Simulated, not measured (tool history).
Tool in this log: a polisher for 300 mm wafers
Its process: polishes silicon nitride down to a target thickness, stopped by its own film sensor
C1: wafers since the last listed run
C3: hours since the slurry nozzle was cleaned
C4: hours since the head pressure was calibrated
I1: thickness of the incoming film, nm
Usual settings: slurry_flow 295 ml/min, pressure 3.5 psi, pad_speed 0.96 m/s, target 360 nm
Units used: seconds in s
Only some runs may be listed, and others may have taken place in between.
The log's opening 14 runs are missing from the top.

run 15 day=41.096 | slurry_flow=295 pressure=3.5 pad_speed=0.96 target=360 | C1=238 wafers_polished_on_this_pad=1782 C3=121.7 C4=882.8 | I1=549.4 | seconds=110
run 16 day=43.396 | slurry_flow=295 pressure=3.5 pad_speed=0.96 target=360 | C1=343 wafers_polished_on_this_pad=2126 C3=176.9 C4=938 | I1=555.7 | seconds=112.2
run 17 day=46.5 | slurry_flow=340 pressure=3.5 pad_speed=0.96 target=360 | C1=463 wafers_polished_on_this_pad=2589 C3=251.4 C4=1012.5 | I1=544.5 | seconds=109.4
run 18 day=49.596 | slurry_flow=295 pressure=4.1 pad_speed=0.96 target=360 | C1=462 wafers_polished_on_this_pad=3051 C3=325.7 C4=1086.8 | I1=552.8 | seconds=97
-- day=51.1 worn pad replaced by a new one
run 19 day=52.275 | slurry_flow=295 pressure=3.5 pad_speed=0.96 target=360 | C1=375 wafers_polished_on_this_pad=175 C3=390 C4=1151.1 | I1=555.5 | seconds=107.5
-- day=55.104 head pressure recalibrated
run 20 day=55.125 | slurry_flow=295 pressure=4.7 pad_speed=0.96 target=360 | C1=412 wafers_polished_on_this_pad=588 C3=458.4 C4=0.5 | I1=550.4 | seconds=79.3
run 21 day=58.488 | slurry_flow=295 pressure=3.5 pad_speed=0.96 target=360 | C1=501 wafers_polished_on_this_pad=1090 C3=539.1 C4=81.2 | I1=553.9 | seconds=109.3
-- day=62.921 slurry nozzle cleaned
run 22 day=62.933 | slurry_flow=295 pressure=3.5 pad_speed=0.96 target=360 | C1=657 wafers_polished_on_this_pad=1747 C3=0.3 C4=187.9 | I1=548.8 | seconds=105.9

What will run 23 give?
run 23 day=67.412 | slurry_flow=230 pressure=3.5 pad_speed=1.06 target=403 | C1=668 wafers_polished_on_this_pad=2415 C3=107.8 C4=295.4 | I1=552.8 | seconds=?

{"run 23": {"seconds": 82.7}}
Were there no unlogged condition in the tool, this run, its random variation unchanged, would have produced seconds 78.9 s.
